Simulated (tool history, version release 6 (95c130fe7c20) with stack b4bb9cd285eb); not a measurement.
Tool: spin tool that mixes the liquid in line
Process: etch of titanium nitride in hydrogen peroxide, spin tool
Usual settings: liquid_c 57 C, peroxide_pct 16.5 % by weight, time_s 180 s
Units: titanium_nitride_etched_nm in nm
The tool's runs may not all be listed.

run   hour  liquid_c  peroxide_pct  time_s  read-back film thickness of the titanium nitride reference wafer, read on the same gauge (nm)  titanium_nitride_etched_nm
  1      0        57          16.5     110                                                                                         129.98                       10.49
  2   45.4        57          16.5     230                                                                                         130.03                       21.84
  3   69.7        57          16.5     230                                                                                         129.98                       21.88
  4    135        57          16.5     245                                                                                         130.03                       23.39
  5  181.9        57          19.5     180                                                                                         130.02                       17.78
  6  230.2      51.5          13.5     215                                                                                         130.03                       13.23
     231.7  -- heated supply line repaired
     236.4  -- peroxide flow meter replaced
  7  298.8        57          16.5     180                                                                                         130.03                       16.99
     360.5  -- new drum of peroxide connected
  8  370.2        57          16.5     180                                                                                         130.02                       17.07
     385.3  -- gauge calibrated
  9  430.6        57          16.5     215                                                                                         129.97                       20.65
 10  474.9      48.5          16.5     180                                                                                         130.01                        9.27
 11  586.1        57            12     180                                                                                            130                       15.96
 12  657.1        57          16.5     225                                                                                         130.04                       21.44
 13  685.5      47.5          13.5     140                                                                                         129.95                         6.4
     819.2  -- new drum of peroxide connected
 14  857.6        57          16.5     180                                                                                         130.04                       17.02

Run 15 comes next. What will it give?
 15  926.9      63.5          19.5     210                                                                                              ?                           ?

read-back film thickness of the titanium nitride reference wafer, read on the same gauge (nm): 129.98
titanium_nitride_etched_nm: 32.1 nm
Without the tool's hidden state the same run would have given titanium_nitride_etched_nm 32.1 nm.
